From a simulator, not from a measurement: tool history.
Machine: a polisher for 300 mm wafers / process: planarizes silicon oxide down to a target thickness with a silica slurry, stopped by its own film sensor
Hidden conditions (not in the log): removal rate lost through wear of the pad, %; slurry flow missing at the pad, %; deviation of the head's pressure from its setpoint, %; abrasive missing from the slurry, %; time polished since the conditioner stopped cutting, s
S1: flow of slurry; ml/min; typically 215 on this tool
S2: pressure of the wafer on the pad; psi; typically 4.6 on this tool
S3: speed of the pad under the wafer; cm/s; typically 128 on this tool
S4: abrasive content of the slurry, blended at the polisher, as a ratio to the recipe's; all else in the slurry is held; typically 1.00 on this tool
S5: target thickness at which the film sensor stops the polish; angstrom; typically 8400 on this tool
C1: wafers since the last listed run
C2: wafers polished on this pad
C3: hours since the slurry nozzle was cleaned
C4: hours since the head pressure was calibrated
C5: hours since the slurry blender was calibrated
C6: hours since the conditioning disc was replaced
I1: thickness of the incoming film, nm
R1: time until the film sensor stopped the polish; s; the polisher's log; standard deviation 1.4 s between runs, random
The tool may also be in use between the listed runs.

run    hour   S1   S2   S3    S4    S5    C1    C2     C3      C4     C5     C6      I1     R1
  1     0.0  215  4.6  128  1.00  8400     0  6604  110.9  1219.0  428.4  359.7  1223.6   77.1
        5.7  -- head pressure recalibrated
       69.1  -- worn pad replaced by a new one
  2    75.7  215  4.6  128  1.00  8400   729    69  186.6    70.0  504.1  435.4  1221.7   80.5
  3   143.6  215  4.6  128  1.00  8000   710   779  254.5   137.9  572.0  503.3  1207.2   87.5
      251.1  -- conditioning disc replaced and pad reconditioned
  4   262.1  215  5.6  128  1.15  8400  1218  1998  373.0   256.4  690.5   11.0  1237.1   70.1
      297.7  -- slurry blender recalibrated
  5   416.0  215  5.6  128  1.15  8400  1588  3587  526.9   410.3  118.3  164.9  1194.3   56.2
      479.5  -- slurry nozzle cleaned
  6   519.7  215  4.6  128  1.00  9090  1074  4661   40.2   514.0  222.0  268.6  1225.5   64.0
  7   618.3  235  3.7  156  1.00  7610  1031  5692  138.8   612.6  320.6  367.2  1228.3   98.8
  8   713.3  215  4.6  128  1.00  8400   993  6686  233.8   707.6  415.6  462.2  1225.0   80.5
      738.1  -- worn pad replaced by a new one
  9   791.8  265  4.6   94  0.80  9030   779   561  312.3   786.1  494.1  540.7  1217.3   96.6
      883.0  -- slurry blender recalibrated
 10   891.7  170  5.9  128  1.00  8400  1023  1585  412.2   886.0    8.7  640.6  1237.7   63.5
      963.7  -- conditioning disc replaced and pad reconditioned
 11  1010.6  215  4.6  128  1.25  7590  1222  2808  531.1  1004.9  127.6   46.9  1219.9   82.6
     1093.7  -- head pressure recalibrated
 12  1102.6  215  4.6  128  1.00  8400   941  3749  623.1     8.9  219.6  138.9  1214.7   74.4
 13  1143.4  215  3.7  128  0.80  8400   426  4176  663.9    49.7  260.4  179.7  1215.1  104.3
 14  1195.5  215  4.6  128  1.15  8400   544  4721  716.0   101.8  312.5  231.8  1233.2   77.6
     1252.5  -- slurry nozzle cleaned
 15  1258.5  215  4.6  128  1.00  7640   648  5369    6.0   164.8  375.5  294.8  1244.8  102.8
     1294.3  -- worn pad replaced by a new one
 16  1344.9  215  5.3  116  1.00  8400   861   529   92.4   251.2  461.9  381.2  1240.1   80.0

Forecast run 17:
 17  1421.1  215  6.0  88  1.00  9580  797  1326  168.6  327.4  538.1  457.4  1208.6   ?

R1: 57.9 s
The same run, on a tool lacking any hidden state, would have yielded R1 51.4 s.
